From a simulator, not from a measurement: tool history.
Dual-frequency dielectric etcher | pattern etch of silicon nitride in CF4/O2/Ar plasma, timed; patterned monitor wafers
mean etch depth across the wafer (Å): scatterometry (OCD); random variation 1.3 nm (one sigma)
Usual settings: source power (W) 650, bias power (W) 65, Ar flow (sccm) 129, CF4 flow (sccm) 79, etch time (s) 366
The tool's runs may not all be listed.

run,hour,source power (W),bias power (W),Ar flow (sccm),CF4 flow (sccm),etch time (s),"read-back reference wafer on the same gauge, depth_nm",mean etch depth across the wafer (Å)
1,0,710,72,129,79,366,766.9,10025
2,9.1,710,72,129,79,366,767.5,10004
# hour 17.3: bias power generator calibrated
3,24.6,650,65,129,79,366,767.1,8950
4,42.1,650,65,129,79,366,766.9,8928
# hour 42.8: gauge calibrated
5,48.3,650,65,129,79,366,766.8,8932
# hour 56.5: Ar flow controller replaced
6,59.9,650,65,129,79,366,767,8938
7,71.6,650,65,129,79,366,766.8,8898
8,82.5,730,65,146,88,325,767.1,8772
9,92.9,650,65,129,79,366,767.3,8925
10,101.7,650,65,129,88,289.5,766.9,7168
11,117,790,49,98,79,430,767,12145
# hour 141: upper electrode replaced
# hour 141.9: source power generator calibrated
12,142.4,750,74,129,62,366,766.8,10189
13,142.8,650,65,129,79,366,766.8,8901
14,148.8,650,71,121,87,366,766.9,9371
15,194.3,800,65,129,79,336.5,766.8,9889
16,206.6,650,65,140,79,316.5,767,7586
17,221.6,780,65,129,79,366,766.8,10523
18,228.8,790,49,98,79,430,767,12114
19,245.5,650,65,129,85,366,766.8,8946
20,261.4,650,65,114,86,424,767.2,10606

The next listed run, before its measurement:
21,273.8,650,74,115,79,366,?,?

read-back reference wafer on the same gauge, depth_nm: 767.1
mean etch depth across the wafer (Å): 9399
Without the tool's hidden state the same run would have given mean etch depth across the wafer (Å) 9515.
